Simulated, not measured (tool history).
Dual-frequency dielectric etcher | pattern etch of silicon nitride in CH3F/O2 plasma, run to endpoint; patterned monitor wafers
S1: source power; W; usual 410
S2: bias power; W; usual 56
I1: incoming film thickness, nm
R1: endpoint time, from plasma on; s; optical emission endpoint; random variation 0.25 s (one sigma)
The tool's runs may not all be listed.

{"run": 1, "day": 0.0, "S1": 410, "S2": 56, "I1": 65.4, "R1": 81.5}
{"run": 2, "day": 0.867, "S1": 410, "S2": 56, "I1": 65.8, "R1": 82.1}
{"run": 3, "day": 1.442, "S1": 410, "S2": 56, "I1": 65.6, "R1": 82.2}
{"run": 4, "day": 1.938, "S1": 410, "S2": 56, "I1": 66.1, "R1": 82.2}
{"run": 5, "day": 2.679, "S1": 410, "S2": 65, "I1": 66.5, "R1": 76.9}
{"run": 6, "day": 3.321, "S1": 340, "S2": 66, "I1": 65.7, "R1": 84.9}
{"run": 7, "day": 3.992, "S1": 340, "S2": 66, "I1": 65.6, "R1": 85}
{"run": 8, "day": 4.279, "S1": 410, "S2": 56, "I1": 66, "R1": 82.4}
{"run": 9, "day": 4.567, "S1": 410, "S2": 56, "I1": 65.1, "R1": 81.3}
{"run": 10, "day": 4.971, "S1": 410, "S2": 56, "I1": 65.9, "R1": 82.3}
{"run": 11, "day": 6.967, "S1": 410, "S2": 56, "I1": 65.6, "R1": 81.3}
{"run": 12, "day": 7.717, "S1": 410, "S2": 61, "I1": 66, "R1": 78.3}
{"run": 13, "day": 8.162, "S1": 410, "S2": 56, "I1": 65.4, "R1": 81.6}
{"run": 14, "day": 8.679, "S1": 410, "S2": 56, "I1": 65.4, "R1": 81.6}
{"day": 9.029, "done": "bias power generator calibrated"}
{"run": 15, "day": 9.325, "S1": 410, "S2": 56, "I1": 66.3, "R1": 82.2}
{"run": 16, "day": 9.812, "S1": 410, "S2": 56, "I1": 66.1, "R1": 81.9}
{"run": 17, "day": 10.371, "S1": 360, "S2": 50, "I1": 65, "R1": 92.6}
{"run": 18, "day": 10.967, "S1": 480, "S2": 61, "I1": 65.2, "R1": 70.7}
{"run": 19, "day": 11.575, "S1": 380, "S2": 65, "I1": 66, "R1": 79.8}
{"run": 20, "day": 12.112, "S1": 410, "S2": 56, "I1": 66.2, "R1": 81.8}
{"day": 12.525, "done": "source power generator calibrated"}
{"run": 21, "day": 12.8, "S1": 310, "S2": 48, "I1": 65.7, "R1": 106.4}
{"run": 22, "day": 13.088, "S1": 460, "S2": 44, "I1": 65.6, "R1": 85.2}
{"day": 14.667, "done": "upper electrode replaced"}
{"day": 14.758, "done": "wet clean of the chamber"}
{"run": 23, "day": 14.779, "S1": 410, "S2": 56, "I1": 65.1, "R1": 81.6}
{"run": 24, "day": 14.796, "S1": 380, "S2": 46, "I1": 65.7, "R1": 96.3}
{"run": 25, "day": 14.925, "S1": 360, "S2": 45, "I1": 65.7, "R1": 100.6}
{"run": 26, "day": 15.629, "S1": 350, "S2": 49, "I1": 64.6, "R1": 95.9}
{"run": 27, "day": 15.95, "S1": 330, "S2": 62, "I1": 65, "R1": 89.4}
{"run": 28, "day": 16.696, "S1": 340, "S2": 69, "I1": 65.8, "R1": 84.1}
{"run": 29, "day": 17.217, "S1": 410, "S2": 56, "I1": 65.6, "R1": 82.6}
{"run": 30, "day": 17.646, "S1": 450, "S2": 52, "I1": 65.8, "R1": 81.1}
{"run": 31, "day": 18.338, "S1": 360, "S2": 66, "I1": 65.4, "R1": 81.8}
{"run": 32, "day": 18.688, "S1": 470, "S2": 64, "I1": 65.7, "R1": 71.1}
{"run": 33, "day": 20.842, "S1": 450, "S2": 63, "I1": 65.2, "R1": 72.8}
{"run": 34, "day": 21.254, "S1": 410, "S2": 56, "I1": 66.3, "R1": 82.7}
{"run": 35, "day": 21.583, "S1": 470, "S2": 65, "I1": 65.4, "R1": 70.1}
{"run": 36, "day": 22.046, "S1": 320, "S2": 52, "I1": 65.6, "R1": 100.6}

3 ways to go on from here, each from the tool as it stands after run 36. What would each give?
{"run": "A", "day": 22.067, "S1": 410, "S2": 56, "I1": 65.4, "R1": "?"}
{"run": "B", "day": 22.067, "S1": 460, "S2": 51, "I1": 65.4, "R1": "?"}
{"run": "C", "day": 22.067, "S1": 500, "S2": 49, "I1": 65.4, "R1": "?"}

run=A R1=81.7
run=B R1=79.9
run=C R1=77.7
Without the tool's hidden state the same runs would have given:
run=A R1=82.1
run=B R1=80.3
run=C R1=78
